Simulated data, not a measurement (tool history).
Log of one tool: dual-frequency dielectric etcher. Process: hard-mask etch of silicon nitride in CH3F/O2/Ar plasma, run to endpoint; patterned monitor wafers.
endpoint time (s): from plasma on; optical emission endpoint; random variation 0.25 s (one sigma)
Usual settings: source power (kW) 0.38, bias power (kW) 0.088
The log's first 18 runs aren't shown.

run	hour	source power (kW)	bias power (kW)	wafers since the last listed run	hours since the last wet clean	hours since the last source power generator calibration	hours since the last bias power generator calibration	hours since the last upper electrode change	incoming incoming film thickness, nm	endpoint time (s)
19	1254.8	0.44	0.105	530	229.2	539.8	3971.9	4649.9	45.92	58.8
20	1298.4	0.38	0.088	301	272.8	583.4	4015.5	4693.5	46.2	65.7
21	1414.4	0.28	0.109	802	388.8	699.4	4131.5	4809.5	46.08	69.2
# hour 1501.7: upper electrode replaced
22	1502.2	0.35	0.098	441	476.6	787.2	4219.3	0.5	46.25	64.9
# hour 1571.9: wet clean of the chamber
23	1636.6	0.29	0.102	763	64.7	921.6	4353.7	134.9	46.16	71.8
# hour 1719.2: bias power generator calibrated
24	1725.7	0.44	0.101	588	153.8	1010.7	6.5	224	46.57	60.9
25	1782.3	0.44	0.073	391	210.4	1067.3	63.1	280.6	46.31	65.5
26	1865.6	0.38	0.088	576	293.7	1150.6	146.4	363.9	45.83	65.1
27	1966.9	0.38	0.088	700	395	1251.9	247.7	465.2	46.54	65.8
28	2030.7	0.3	0.108	441	458.8	1315.7	311.5	529	46.57	68.2
29	2098	0.38	0.088	465	526.1	1383	378.8	596.3	46.35	65.1
# hour 2196: wet clean of the chamber
30	2196.5	0.43	0.102	515	0.5	1481.5	477.3	694.8	46.46	61.3
31	2286.8	0.35	0.101	624	90.8	1571.8	567.6	785.1	45.74	65.8
32	2340.5	0.41	0.088	371	144.5	1625.5	621.3	838.8	45.89	63.9
33	2427.5	0.38	0.07	601	231.5	1712.5	708.3	925.8	45.57	69.1
34	2483.1	0.38	0.088	384	287.1	1768.1	763.9	981.4	46.36	66.4
35	2583.5	0.38	0.088	694	387.5	1868.5	864.3	1081.8	46.01	65.4

4 ways to go on from here, each from the tool as it stands after run 35. What would each give?
A	2583.9	0.38	0.088	2	387.9	1868.9	864.7	1082.2	46.47	?
B	2583.9	0.41	0.107	2	387.9	1868.9	864.7	1082.2	46.47	?
C	2583.9	0.48	0.104	2	387.9	1868.9	864.7	1082.2	46.47	?
D	2583.9	0.47	0.088	2	387.9	1868.9	864.7	1082.2	46.47	?

run	endpoint time (s)
A	65.8
B	60.5
C	57.2
D	60.4
Without the tool's hidden state the same runs would have given:
run	endpoint time (s)
A	67.3
B	61.8
C	58.5
D	61.7

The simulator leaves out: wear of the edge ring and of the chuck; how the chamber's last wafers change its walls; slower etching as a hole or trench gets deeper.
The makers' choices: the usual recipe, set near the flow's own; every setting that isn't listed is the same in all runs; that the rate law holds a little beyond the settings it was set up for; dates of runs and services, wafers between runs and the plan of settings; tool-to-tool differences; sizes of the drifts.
